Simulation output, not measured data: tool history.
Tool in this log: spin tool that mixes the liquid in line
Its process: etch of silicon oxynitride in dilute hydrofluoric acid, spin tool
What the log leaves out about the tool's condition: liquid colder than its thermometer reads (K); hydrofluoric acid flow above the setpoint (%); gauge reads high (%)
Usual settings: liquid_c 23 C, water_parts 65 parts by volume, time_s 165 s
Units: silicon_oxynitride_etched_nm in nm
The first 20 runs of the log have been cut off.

run	hour	liquid_c	water_parts	time_s	wafers since the last listed run	hours since the thermometer was replaced	hours since the hydrofluoric acid flow meter was replaced	hours since the gauge calibration	read-back film thickness of the silicon oxynitride reference wafer, read on the same gauge (nm)	silicon_oxynitride_etched_nm
21	497.3	23	50	100	283	2646.9	1867.4	1655.1	105.61	4.36
22	510.9	23	65	260	132	2660.5	1881	1668.7	105.6	8.61
23	534.5	21.5	55	110	229	2684.1	1904.6	1692.3	105.62	3.98
# hour 559.8: thermometer replaced
24	564.2	23	65	165	279	4.4	1934.3	1722	105.64	5.48
25	600.1	23	65	165	349	40.3	1970.2	1757.9	105.64	5.44
# hour 618.8: gauge calibrated
26	623.6	28	50	165	228	63.8	1993.7	4.8	99.73	8.62
27	731.6	23	65	100	1050	171.8	2101.7	112.8	100.75	3.17
# hour 739.4: hydrofluoric acid flow meter replaced
28	745.8	23	65	165	128	186	6.4	127	100.86	5.16
29	822.6	25.5	95	235	747	262.8	83.2	203.8	101.46	5.6
30	853.8	23	65	225	303	294	114.4	235	101.67	7.14
31	879.8	23	85	80	252	320	140.4	261	101.87	1.89
32	921.2	27	55	95	402	361.4	181.8	302.4	102.11	4.34
33	1013.6	25	55	105	899	453.8	274.2	394.8	102.6	4.44

4 ways to go on from here, each from the tool as it stands after run 33. What would each give?
A	1014.1	23	65	165	4	454.3	274.7	395.3	?	?
B	1014.1	26	55	140	4	454.3	274.7	395.3	?	?
C	1014.1	20	65	165	4	454.3	274.7	395.3	?	?
D	1014.1	26.5	40	90	4	454.3	274.7	395.3	?	?

run	read-back film thickness of the silicon oxynitride reference wafer, read on the same gauge (nm)	silicon_oxynitride_etched_nm
A	102.6	5.23
B	102.6	6.11
C	102.6	4.51
D	102.6	5.61
What these runs would have given with no unlogged condition in the tool:
run	silicon_oxynitride_etched_nm
A	5.1
B	5.96
C	4.4
D	5.47
